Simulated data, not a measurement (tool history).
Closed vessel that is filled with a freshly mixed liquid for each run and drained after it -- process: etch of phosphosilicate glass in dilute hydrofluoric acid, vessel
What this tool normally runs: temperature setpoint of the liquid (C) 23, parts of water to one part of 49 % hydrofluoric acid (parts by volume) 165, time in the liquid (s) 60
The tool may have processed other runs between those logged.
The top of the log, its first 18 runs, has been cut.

run,hour,temperature setpoint of the liquid (C),parts of water to one part of 49 % hydrofluoric acid (parts by volume),time in the liquid (s),"read-back film thickness of the phosphosilicate glass reference wafer, read on the same gauge (nm)",thickness taken off the phosphosilicate glass on a monitor wafer (nm)
19,1022,23,85,50,100.01,101.95
20,1050.9,20,190,75,100,53.69
21,1077.5,23,165,60,100,57.96
22,1135.7,20.5,165,60,99.96,51.89
# hour 1160.3: hydrofluoric acid flow meter replaced
23,1160.8,23,165,40,99.99,38.26
24,1203,23,165,60,100.01,57.27
25,1237.6,23,165,60,100.02,57.29
# hour 1256: gauge calibrated
# hour 1261.8: thermometer replaced
26,1452,23,165,60,100.03,55.99
27,1503.2,18.5,165,60,99.99,46.87
28,1567.2,23,235,60,99.97,36.5
29,1595.1,20,165,80,100.02,66.3
30,1624.2,19.5,235,40,100.02,21.44
31,1671.3,23,215,70,100.01,47.82
32,1736.5,23,130,60,100.03,74.11
33,1785.3,26.5,165,60,100.01,63.89

Each row is a separate what-if for the run after 33, all from the same tool condition, not one after another. Results?
A,1786,23,165,45,?,?
B,1786,21.5,240,60,?,?
C,1786,23,90,80,?,?

run,"read-back film thickness of the phosphosilicate glass reference wafer, read on the same gauge (nm)",thickness taken off the phosphosilicate glass on a monitor wafer (nm)
A,100,42.27
B,100,33.88
C,100,150.28
With no hidden state in the tool, these same runs would have given:
run,thickness taken off the phosphosilicate glass on a monitor wafer (nm)
A,41.92
B,33.61
C,148.96

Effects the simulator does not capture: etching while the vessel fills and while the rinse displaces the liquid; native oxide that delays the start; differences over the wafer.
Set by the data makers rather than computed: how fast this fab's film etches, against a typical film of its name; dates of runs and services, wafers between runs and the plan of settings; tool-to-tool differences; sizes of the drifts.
